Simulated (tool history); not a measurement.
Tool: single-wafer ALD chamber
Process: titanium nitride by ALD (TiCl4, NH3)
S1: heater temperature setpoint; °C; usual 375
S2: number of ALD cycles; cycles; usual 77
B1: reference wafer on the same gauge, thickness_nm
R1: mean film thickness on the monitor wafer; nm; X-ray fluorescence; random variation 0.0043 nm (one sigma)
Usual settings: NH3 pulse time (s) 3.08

run 1 hour=0 | S1=366 S2=77 NH3_pulse_time_(s)=3.08 | B1=1.849 | R1=1.677
run 2 hour=34.5 | S1=366 S2=77 NH3_pulse_time_(s)=3.08 | B1=1.848 | R1=1.677
run 3 hour=73.1 | S1=375 S2=77 NH3_pulse_time_(s)=3.08 | B1=1.847 | R1=1.703
run 4 hour=124.4 | S1=375 S2=77 NH3_pulse_time_(s)=3.08 | B1=1.847 | R1=1.691
run 5 hour=193.1 | S1=375 S2=77 NH3_pulse_time_(s)=3.08 | B1=1.842 | R1=1.697
run 6 hour=256 | S1=375 S2=86 NH3_pulse_time_(s)=3.08 | B1=1.841 | R1=1.891
run 7 hour=303.1 | S1=375 S2=86 NH3_pulse_time_(s)=3.08 | B1=1.843 | R1=1.888
run 8 hour=354.1 | S1=375 S2=86 NH3_pulse_time_(s)=3.08 | B1=1.841 | R1=1.886
run 9 hour=411 | S1=375 S2=77 NH3_pulse_time_(s)=3.77 | B1=1.841 | R1=1.698
run 10 hour=455.5 | S1=375 S2=77 NH3_pulse_time_(s)=3.77 | B1=1.839 | R1=1.699
run 11 hour=482.6 | S1=375 S2=77 NH3_pulse_time_(s)=3.77 | B1=1.838 | R1=1.709
-- hour=504.2 thermocouple changed; heater temperature recalibrated
run 12 hour=534.2 | S1=375 S2=77 NH3_pulse_time_(s)=3.08 | B1=1.834 | R1=1.689
run 13 hour=584 | S1=375 S2=77 NH3_pulse_time_(s)=3.08 | B1=1.833 | R1=1.683
run 14 hour=615.6 | S1=375 S2=77 NH3_pulse_time_(s)=3.08 | B1=1.834 | R1=1.682
run 15 hour=678.2 | S1=365 S2=68 NH3_pulse_time_(s)=1.98 | B1=1.829 | R1=1.437
-- hour=692.5 showerhead replaced
run 16 hour=727.2 | S1=387 S2=71 NH3_pulse_time_(s)=2.69 | B1=1.832 | R1=1.542
run 17 hour=762.2 | S1=375 S2=77 NH3_pulse_time_(s)=3.08 | B1=1.829 | R1=1.674
run 18 hour=788.6 | S1=375 S2=77 NH3_pulse_time_(s)=3.08 | B1=1.83 | R1=1.681
-- hour=791.8 gauge calibrated
run 19 hour=815.7 | S1=375 S2=73 NH3_pulse_time_(s)=2.61 | B1=1.867 | R1=1.612
run 20 hour=865.8 | S1=387 S2=71 NH3_pulse_time_(s)=2.69 | B1=1.865 | R1=1.583
run 21 hour=896.4 | S1=379 S2=92 NH3_pulse_time_(s)=4 | B1=1.864 | R1=2.058
run 22 hour=1051.3 | S1=386 S2=77 NH3_pulse_time_(s)=3.08 | B1=1.86 | R1=1.709
run 23 hour=1085.8 | S1=375 S2=65 NH3_pulse_time_(s)=3.08 | B1=1.859 | R1=1.437
run 24 hour=1221.3 | S1=375 S2=71 NH3_pulse_time_(s)=2.76 | B1=1.857 | R1=1.566
run 25 hour=1270.2 | S1=366 S2=77 NH3_pulse_time_(s)=3.08 | B1=1.856 | R1=1.688
run 26 hour=1340.6 | S1=375 S2=77 NH3_pulse_time_(s)=3.08 | B1=1.854 | R1=1.701
run 27 hour=1379.8 | S1=382 S2=77 NH3_pulse_time_(s)=3.08 | B1=1.852 | R1=1.7
run 28 hour=1429.2 | S1=375 S2=77 NH3_pulse_time_(s)=2.23 | B1=1.852 | R1=1.675

Forecast each of these 3 alternatives for the next run:
run A hour=1429.8 | S1=375 S2=77 NH3_pulse_time_(s)=3.08 | B1=? | R1=?
run B hour=1429.8 | S1=375 S2=72 NH3_pulse_time_(s)=4.07 | B1=? | R1=?
run C hour=1429.8 | S1=379 S2=64 NH3_pulse_time_(s)=3.08 | B1=? | R1=?

run=A B1=1.851 R1=1.697
run=B B1=1.851 R1=1.605
run=C B1=1.851 R1=1.413
Without the tool's hidden state the same runs would have given:
run=A R1=1.714
run=B R1=1.622
run=C R1=1.427
